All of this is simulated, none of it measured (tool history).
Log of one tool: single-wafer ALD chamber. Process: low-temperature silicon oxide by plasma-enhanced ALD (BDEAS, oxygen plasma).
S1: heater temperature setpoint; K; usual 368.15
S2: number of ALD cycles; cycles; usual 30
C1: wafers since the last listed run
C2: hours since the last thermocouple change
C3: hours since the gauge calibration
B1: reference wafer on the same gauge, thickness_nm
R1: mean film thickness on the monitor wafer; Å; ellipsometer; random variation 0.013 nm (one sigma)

{"run": 1, "hour": 0.0, "S1": 368.15, "S2": 30, "C1": 0, "C2": 686.3, "C3": 990.1, "B1": 3.273, "R1": 40.17}
{"run": 2, "hour": 51.6, "S1": 368.15, "S2": 30, "C1": 451, "C2": 737.9, "C3": 1041.7, "B1": 3.27, "R1": 40.35}
{"run": 3, "hour": 101.9, "S1": 368.15, "S2": 30, "C1": 440, "C2": 788.2, "C3": 1092, "B1": 3.268, "R1": 40.43}
{"run": 4, "hour": 169.9, "S1": 368.15, "S2": 30, "C1": 595, "C2": 856.2, "C3": 1160, "B1": 3.269, "R1": 40.16}
{"run": 5, "hour": 251.8, "S1": 368.15, "S2": 30, "C1": 716, "C2": 938.1, "C3": 1241.9, "B1": 3.27, "R1": 40.47}
{"run": 6, "hour": 353.1, "S1": 368.15, "S2": 30, "C1": 886, "C2": 1039.4, "C3": 1343.2, "B1": 3.269, "R1": 40.46}
{"run": 7, "hour": 393.8, "S1": 368.15, "S2": 30, "C1": 356, "C2": 1080.1, "C3": 1383.9, "B1": 3.27, "R1": 39.95}
{"run": 8, "hour": 484.7, "S1": 368.15, "S2": 30, "C1": 795, "C2": 1171, "C3": 1474.8, "B1": 3.272, "R1": 40.01}
{"run": 9, "hour": 576.4, "S1": 368.15, "S2": 30, "C1": 802, "C2": 1262.7, "C3": 1566.5, "B1": 3.269, "R1": 40.15}
{"run": 10, "hour": 674.6, "S1": 368.15, "S2": 30, "C1": 859, "C2": 1360.9, "C3": 1664.7, "B1": 3.267, "R1": 40.11}
{"run": 11, "hour": 765.2, "S1": 362.15, "S2": 34, "C1": 793, "C2": 1451.5, "C3": 1755.3, "B1": 3.272, "R1": 46.58}
{"run": 12, "hour": 844.5, "S1": 362.15, "S2": 34, "C1": 694, "C2": 1530.8, "C3": 1834.6, "B1": 3.269, "R1": 46.45}
{"run": 13, "hour": 892.6, "S1": 364.15, "S2": 30, "C1": 421, "C2": 1578.9, "C3": 1882.7, "B1": 3.273, "R1": 40.49}
{"run": 14, "hour": 937.5, "S1": 364.15, "S2": 30, "C1": 393, "C2": 1623.8, "C3": 1927.6, "B1": 3.27, "R1": 40.57}
{"run": 15, "hour": 1007.4, "S1": 368.15, "S2": 31, "C1": 611, "C2": 1693.7, "C3": 1997.5, "B1": 3.272, "R1": 41.19}
{"run": 16, "hour": 1213.5, "S1": 368.15, "S2": 30, "C1": 1803, "C2": 1899.8, "C3": 2203.6, "B1": 3.273, "R1": 39.65}
{"run": 17, "hour": 1260.4, "S1": 362.15, "S2": 28, "C1": 410, "C2": 1946.7, "C3": 2250.5, "B1": 3.268, "R1": 38.08}
{"run": 18, "hour": 1308.2, "S1": 362.15, "S2": 28, "C1": 418, "C2": 1994.5, "C3": 2298.3, "B1": 3.271, "R1": 37.88}
{"run": 19, "hour": 1446.2, "S1": 368.15, "S2": 27, "C1": 1207, "C2": 2132.5, "C3": 2436.3, "B1": 3.271, "R1": 35.81}
{"hour": 1460.0, "done": "thermocouple changed; heater temperature recalibrated"}
{"hour": 1498.8, "done": "gauge calibrated"}
{"run": 20, "hour": 1502.1, "S1": 368.15, "S2": 27, "C1": 419, "C2": 42.1, "C3": 3.3, "B1": 3.271, "R1": 35.66}
{"run": 21, "hour": 1569.2, "S1": 355.15, "S2": 30, "C1": 587, "C2": 109.2, "C3": 70.4, "B1": 3.271, "R1": 41.35}
{"run": 22, "hour": 1649.1, "S1": 358.15, "S2": 34, "C1": 699, "C2": 189.1, "C3": 150.3, "B1": 3.27, "R1": 46.56}
{"run": 23, "hour": 1689.9, "S1": 372.15, "S2": 26, "C1": 357, "C2": 229.9, "C3": 191.1, "B1": 3.269, "R1": 34.17}
{"run": 24, "hour": 1778.8, "S1": 368.15, "S2": 30, "C1": 778, "C2": 318.8, "C3": 280, "B1": 3.269, "R1": 39.59}
{"run": 25, "hour": 1830.8, "S1": 368.15, "S2": 30, "C1": 455, "C2": 370.8, "C3": 332, "B1": 3.27, "R1": 39.44}
{"run": 26, "hour": 1949.2, "S1": 358.15, "S2": 30, "C1": 1036, "C2": 489.2, "C3": 450.4, "B1": 3.269, "R1": 40.96}
{"run": 27, "hour": 2000.1, "S1": 354.15, "S2": 28, "C1": 445, "C2": 540.1, "C3": 501.3, "B1": 3.27, "R1": 38.71}
{"run": 28, "hour": 2069.8, "S1": 368.15, "S2": 34, "C1": 610, "C2": 609.8, "C3": 571, "B1": 3.271, "R1": 44.74}
{"run": 29, "hour": 2114.5, "S1": 380.15, "S2": 25, "C1": 391, "C2": 654.5, "C3": 615.7, "B1": 3.273, "R1": 31.96}
{"hour": 2140.1, "done": "thermocouple changed; heater temperature recalibrated, repeated, since the last time left the tool worse"}
{"run": 30, "hour": 2195.5, "S1": 379.15, "S2": 28, "C1": 638, "C2": 55.4, "C3": 696.7, "B1": 3.268, "R1": 36.59}
{"run": 31, "hour": 2236.0, "S1": 356.15, "S2": 33, "C1": 354, "C2": 95.9, "C3": 737.2, "B1": 3.271, "R1": 46.56}
{"run": 32, "hour": 2274.4, "S1": 355.15, "S2": 27, "C1": 336, "C2": 134.3, "C3": 775.6, "B1": 3.267, "R1": 38.08}
{"run": 33, "hour": 2332.2, "S1": 378.15, "S2": 26, "C1": 505, "C2": 192.1, "C3": 833.4, "B1": 3.268, "R1": 33.95}
{"run": 34, "hour": 2406.7, "S1": 353.15, "S2": 33, "C1": 652, "C2": 266.6, "C3": 907.9, "B1": 3.271, "R1": 47.18}
{"run": 35, "hour": 2460.5, "S1": 363.15, "S2": 30, "C1": 470, "C2": 320.4, "C3": 961.7, "B1": 3.269, "R1": 41.33}
{"run": 36, "hour": 2558.9, "S1": 368.15, "S2": 30, "C1": 861, "C2": 418.8, "C3": 1060.1, "B1": 3.269, "R1": 40.23}
{"run": 37, "hour": 2614.8, "S1": 368.15, "S2": 30, "C1": 489, "C2": 474.7, "C3": 1116, "B1": 3.269, "R1": 40.33}

Forecast run 38:
{"run": 38, "hour": 2656.7, "S1": 356.15, "S2": 34, "C1": 366, "C2": 516.6, "C3": 1157.9, "B1": "?", "R1": "?"}

B1: 3.272
R1: 47.81 Å
Without the tool's hidden state the same run would have given R1 48.01 Å.
